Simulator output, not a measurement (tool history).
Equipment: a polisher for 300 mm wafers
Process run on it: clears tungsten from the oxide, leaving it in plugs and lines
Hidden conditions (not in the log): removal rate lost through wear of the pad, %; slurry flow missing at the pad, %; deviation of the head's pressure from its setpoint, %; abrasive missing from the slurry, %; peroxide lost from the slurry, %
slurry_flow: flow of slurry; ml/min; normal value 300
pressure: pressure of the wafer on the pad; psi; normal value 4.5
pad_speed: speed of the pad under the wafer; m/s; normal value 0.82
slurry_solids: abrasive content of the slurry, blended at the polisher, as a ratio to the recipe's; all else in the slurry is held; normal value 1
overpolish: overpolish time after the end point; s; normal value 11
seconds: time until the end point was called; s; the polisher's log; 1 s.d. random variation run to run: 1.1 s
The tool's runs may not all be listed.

| run | hour | slurry_flow | pressure | pad_speed | slurry_solids | overpolish | wafers since the last listed run | wafers polished on this pad | hours since the slurry nozzle was cleaned | hours since the head pressure was calibrated | hours since the slurry blender was calibrated | hours since the slurry got fresh peroxide | incoming thickness of the incoming film, nm | seconds |
|---|---|---|---|---|---|---|---|---|---|---|---|---|---|---|
| 1 | 0 | 300 | 4.5 | 0.92 | 1 | 11 | 0 | 563 | 572.3 | 157.7 | 268.8 | 10.7 | 393.5 | 76.3 |
| 2 | 15 | 300 | 4.5 | 0.82 | 1 | 11 | 106 | 669 | 587.3 | 172.7 | 283.8 | 25.7 | 400.9 | 88 |
| 3 | 28.2 | 300 | 4.5 | 0.82 | 1 | 11 | 93 | 763 | 600.5 | 185.9 | 297 | 38.9 | 407.8 | 89.4 |
| 4 | 55.3 | 300 | 5.3 | 0.82 | 1 | 11 | 192 | 955 | 627.6 | 213 | 324.1 | 66 | 405.4 | 78 |
|  | 59.8 | worn pad replaced by a new one |
| 5 | 78.1 | 300 | 5.3 | 0.82 | 1 | 11 | 133 | 129 | 650.4 | 235.8 | 346.9 | 88.8 | 398 | 75.8 |
| 6 | 104.1 | 300 | 4.5 | 0.82 | 1 | 11 | 184 | 314 | 676.4 | 261.8 | 372.9 | 114.8 | 399.3 | 89.1 |
| 7 | 126 | 300 | 4.5 | 0.82 | 1 | 11 | 155 | 469 | 698.3 | 283.7 | 394.8 | 136.7 | 399.6 | 90.1 |
|  | 136.6 | slurry nozzle cleaned |
|  | 155.7 | slurry blender recalibrated |
| 8 | 157.6 | 300 | 4.5 | 0.82 | 1 | 11 | 202 | 672 | 21 | 315.3 | 1.9 | 168.3 | 401.9 | 95.2 |
| 9 | 180.1 | 300 | 4.5 | 0.82 | 1 | 11 | 159 | 832 | 43.5 | 337.8 | 24.4 | 190.8 | 398.8 | 93 |
|  | 193.9 | worn pad replaced by a new one |
|  | 195.4 | slurry tank refilled with fresh slurry and peroxide |
| 10 | 202.6 | 300 | 3.2 | 0.82 | 1 | 6 | 124 | 54 | 66 | 360.3 | 46.9 | 7.2 | 400.7 | 130.3 |
|  | 206.3 | head pressure recalibrated |
|  | 207.1 | slurry blender recalibrated, repeated, since the last time left the tool worse |
| 11 | 217.5 | 300 | 5.9 | 0.82 | 1 | 8 | 86 | 140 | 80.9 | 11.2 | 10.4 | 22.1 | 401.4 | 64.8 |
| 12 | 243.3 | 300 | 4.5 | 1.04 | 1 | 11 | 183 | 323 | 106.7 | 37 | 36.2 | 47.9 | 396.7 | 65.9 |
| 13 | 274.9 | 300 | 5.9 | 0.82 | 1 | 8 | 224 | 548 | 138.3 | 68.6 | 67.8 | 79.5 | 392.9 | 65.9 |
| 14 | 308.6 | 225 | 4.5 | 0.72 | 0.7 | 11 | 239 | 787 | 172 | 102.3 | 101.5 | 113.2 | 407.3 | 112.3 |
| 15 | 339.2 | 300 | 4.5 | 0.82 | 1 | 11 | 217 | 1004 | 202.6 | 132.9 | 132.1 | 143.8 | 394 | 86.7 |
|  | 370.5 | worn pad replaced by a new one |
| 16 | 373.9 | 405 | 4.5 | 0.82 | 1 | 16 | 217 | 24 | 237.3 | 167.6 | 166.8 | 178.5 | 391.3 | 83.5 |
| 17 | 394.5 | 300 | 4.5 | 0.82 | 1.1 | 16 | 146 | 170 | 257.9 | 188.2 | 187.4 | 199.1 | 397.1 | 85.3 |

5 ways to go on from here, each from the tool as it stands after run 17. What would each give?
| A | 394.9 | 300 | 4.5 | 0.82 | 1 | 11 | 2 | 173 | 258.3 | 188.6 | 187.8 | 199.5 | 398.3 | ? |
| B | 394.9 | 390 | 4.5 | 0.82 | 1 | 14 | 2 | 173 | 258.3 | 188.6 | 187.8 | 199.5 | 398.3 | ? |
| C | 394.9 | 350 | 4.5 | 0.72 | 1 | 11 | 2 | 173 | 258.3 | 188.6 | 187.8 | 199.5 | 398.3 | ? |
| D | 394.9 | 380 | 4.5 | 0.82 | 0.75 | 7 | 2 | 173 | 258.3 | 188.6 | 187.8 | 199.5 | 398.3 | ? |
| E | 394.9 | 300 | 5.5 | 1.08 | 1.25 | 16 | 2 | 173 | 258.3 | 188.6 | 187.8 | 199.5 | 398.3 | ? |

| run | seconds |
|---|---|
| A | 88.5 |
| B | 86.7 |
| C | 99.6 |
| D | 93 |
| E | 53 |
Without the tool's unlogged condition, the same runs would have read:
| run | seconds |
|---|---|
| A | 84.2 |
| B | 82.5 |
| C | 94.7 |
| D | 88.6 |
| E | 50.4 |
